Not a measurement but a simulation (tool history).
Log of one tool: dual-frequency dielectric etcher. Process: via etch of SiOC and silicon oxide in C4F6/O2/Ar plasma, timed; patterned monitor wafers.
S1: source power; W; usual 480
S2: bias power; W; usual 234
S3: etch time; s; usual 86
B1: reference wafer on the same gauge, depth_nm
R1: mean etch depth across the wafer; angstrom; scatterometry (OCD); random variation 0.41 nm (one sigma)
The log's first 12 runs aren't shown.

run 13 hour=1094.4 | S1=480 S2=234 S3=86 | B1=101.9 | R1=1031
-- hour=1123.2 gauge calibrated
run 14 hour=1171.4 | S1=580 S2=189 S3=72.5 | B1=102 | R1=873
run 15 hour=1248.3 | S1=540 S2=204 S3=110 | B1=102.1 | R1=1308
-- hour=1289.7 bias power generator calibrated
run 16 hour=1485 | S1=480 S2=234 S3=86 | B1=102 | R1=1002
run 17 hour=1541.1 | S1=480 S2=234 S3=86 | B1=102 | R1=1001
-- hour=1597.4 wet clean of the chamber
run 18 hour=1597.9 | S1=530 S2=262 S3=67 | B1=102 | R1=885
run 19 hour=1633.3 | S1=420 S2=177 S3=77 | B1=101.9 | R1=789
run 20 hour=1724.5 | S1=440 S2=253 S3=103 | B1=102 | R1=1216
run 21 hour=1763.5 | S1=410 S2=252 S3=107 | B1=102 | R1=1231
run 22 hour=1839 | S1=480 S2=234 S3=86 | B1=101.9 | R1=1025
run 23 hour=1939.6 | S1=370 S2=183 S3=110.5 | B1=102.1 | R1=1071
run 24 hour=2037.5 | S1=590 S2=250 S3=102 | B1=102 | R1=1354
run 25 hour=2074.6 | S1=550 S2=284 S3=71.5 | B1=102 | R1=957
run 26 hour=2141.7 | S1=480 S2=271 S3=86 | B1=102.1 | R1=1066
run 27 hour=2208.1 | S1=590 S2=215 S3=104.5 | B1=101.9 | R1=1304
run 28 hour=2268.7 | S1=480 S2=234 S3=86 | B1=102.1 | R1=1003
run 29 hour=2355.6 | S1=480 S2=234 S3=86 | B1=102 | R1=998
-- hour=2406.6 wet clean of the chamber
run 30 hour=2407.1 | S1=410 S2=288 S3=61.5 | B1=102 | R1=762

3 ways to go on from here, each from the tool as it stands after run 30. What would each give?
run A hour=2407.5 | S1=480 S2=234 S3=86 | B1=? | R1=?
run B hour=2407.5 | S1=480 S2=284 S3=99 | B1=? | R1=?
run C hour=2407.5 | S1=540 S2=215 S3=86 | B1=? | R1=?

run=A B1=102.1 R1=1057
run=B B1=102.1 R1=1308
run=C B1=102.1 R1=1080
Without the tool's hidden state the same runs would have given:
run=A R1=1055
run=B R1=1305
run=C R1=1078
